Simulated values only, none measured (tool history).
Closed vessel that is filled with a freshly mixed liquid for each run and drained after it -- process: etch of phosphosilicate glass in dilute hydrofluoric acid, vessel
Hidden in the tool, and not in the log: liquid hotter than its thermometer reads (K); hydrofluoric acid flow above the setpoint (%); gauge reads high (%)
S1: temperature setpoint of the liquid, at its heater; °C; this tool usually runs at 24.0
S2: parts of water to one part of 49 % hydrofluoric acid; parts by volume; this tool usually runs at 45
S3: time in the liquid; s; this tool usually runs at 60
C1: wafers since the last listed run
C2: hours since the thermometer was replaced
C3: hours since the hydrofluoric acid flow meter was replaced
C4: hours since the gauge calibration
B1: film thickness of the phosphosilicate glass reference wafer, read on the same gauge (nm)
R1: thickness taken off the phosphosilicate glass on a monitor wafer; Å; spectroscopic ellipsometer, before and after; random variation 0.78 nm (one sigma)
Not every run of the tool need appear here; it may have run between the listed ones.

| run | hour | S1 | S2 | S3 | C1 | C2 | C3 | C4 | B1 | R1 |
|---|---|---|---|---|---|---|---|---|---|---|
| 1 | 0.0 | 24.0 | 45 | 60 | 0 | 44.4 | 478.7 | 306.7 | 69.97 | 1615.0 |
| 2 | 12.6 | 24.0 | 45 | 60 | 1191 | 57.0 | 491.3 | 319.3 | 69.99 | 1598.6 |
| 3 | 33.1 | 24.0 | 45 | 60 | 1938 | 77.5 | 511.8 | 339.8 | 69.99 | 1598.1 |
| 4 | 52.3 | 24.0 | 40 | 80 | 1815 | 96.7 | 531.0 | 359.0 | 70.01 | 2431.6 |
| 5 | 87.2 | 24.0 | 45 | 60 | 3300 | 131.6 | 565.9 | 393.9 | 69.98 | 1611.4 |
| 6 | 99.9 | 24.0 | 45 | 60 | 1200 | 144.3 | 578.6 | 406.6 | 70.00 | 1602.4 |
| 7 | 122.7 | 28.0 | 45 | 60 | 2156 | 167.1 | 601.4 | 429.4 | 70.01 | 1887.6 |
| 8 | 157.6 | 28.0 | 45 | 60 | 3300 | 202.0 | 636.3 | 464.3 | 70.02 | 1889.2 |
| 9 | 180.2 | 28.0 | 45 | 60 | 2137 | 224.6 | 658.9 | 486.9 | 69.98 | 1892.9 |
| 10 | 214.7 | 24.0 | 50 | 85 | 3262 | 259.1 | 693.4 | 521.4 | 69.95 | 2030.0 |
| 11 | 239.8 | 24.0 | 50 | 85 | 2373 | 284.2 | 718.5 | 546.5 | 69.99 | 2033.6 |
|  | 242.5 | gauge calibrated |
| 12 | 253.9 | 24.0 | 50 | 85 | 1333 | 298.3 | 732.6 | 11.4 | 70.01 | 2035.1 |
| 13 | 281.7 | 27.5 | 45 | 60 | 2628 | 326.1 | 760.4 | 39.2 | 69.98 | 1838.4 |
| 14 | 294.1 | 27.5 | 45 | 60 | 1172 | 338.5 | 772.8 | 51.6 | 69.99 | 1846.2 |
| 15 | 322.5 | 24.0 | 25 | 35 | 2685 | 366.9 | 801.2 | 80.0 | 69.99 | 1740.9 |
| 16 | 354.0 | 21.0 | 45 | 75 | 2978 | 398.4 | 832.7 | 111.5 | 70.03 | 1772.3 |
| 17 | 394.5 | 26.0 | 40 | 60 | 3829 | 438.9 | 873.2 | 152.0 | 70.02 | 1985.4 |
| 18 | 410.2 | 24.0 | 50 | 85 | 1484 | 454.6 | 888.9 | 167.7 | 69.97 | 2033.0 |
| 19 | 445.2 | 19.5 | 30 | 35 | 3309 | 489.6 | 923.9 | 202.7 | 70.00 | 1176.4 |
|  | 471.7 | hydrofluoric acid flow meter replaced |
|  | 493.7 | thermometer replaced |
| 20 | 516.3 | 24.0 | 45 | 60 | 6534 | 22.6 | 44.6 | 273.8 | 70.01 | 1591.9 |
| 21 | 547.8 | 24.0 | 45 | 60 | 2978 | 54.1 | 76.1 | 305.3 | 69.98 | 1610.2 |
| 22 | 583.1 | 24.0 | 45 | 85 | 3338 | 89.4 | 111.4 | 340.6 | 69.99 | 2270.5 |
| 23 | 595.5 | 24.0 | 60 | 35 | 1172 | 101.8 | 123.8 | 353.0 | 70.06 | 691.3 |
| 24 | 630.8 | 22.5 | 55 | 45 | 3338 | 137.1 | 159.1 | 388.3 | 70.02 | 913.5 |
| 25 | 659.9 | 24.0 | 25 | 35 | 2751 | 166.2 | 188.2 | 417.4 | 69.96 | 1732.5 |
|  | 671.4 | gauge calibrated |
| 26 | 677.0 | 26.0 | 55 | 60 | 1617 | 183.3 | 205.3 | 5.6 | 69.97 | 1414.7 |
| 27 | 703.0 | 27.0 | 40 | 45 | 2458 | 209.3 | 231.3 | 31.6 | 69.98 | 1554.0 |
| 28 | 732.1 | 25.5 | 45 | 60 | 2751 | 238.4 | 260.4 | 60.7 | 70.03 | 1705.9 |

Consider 4 possible next runs. They are alternatives, not a sequence: every one starts from the tool as it was left by run 28. What does each give?
| A | 732.8 | 24.0 | 45 | 75 | 66 | 239.1 | 261.1 | 61.4 | ? | ? |
| B | 732.8 | 25.5 | 25 | 45 | 66 | 239.1 | 261.1 | 61.4 | ? | ? |
| C | 732.8 | 24.0 | 30 | 75 | 66 | 239.1 | 261.1 | 61.4 | ? | ? |
| D | 732.8 | 19.5 | 30 | 30 | 66 | 239.1 | 261.1 | 61.4 | ? | ? |

| run | B1 | R1 |
|---|---|---|
| A | 70.02 | 2025.8 |
| B | 70.02 | 2392.9 |
| C | 70.02 | 3100.5 |
| D | 70.02 | 1024.1 |
What these runs would have given with no unlogged condition in the tool:
| run | R1 |
|---|---|
| A | 2025.8 |
| B | 2392.9 |
| C | 3100.5 |
| D | 1024.1 |
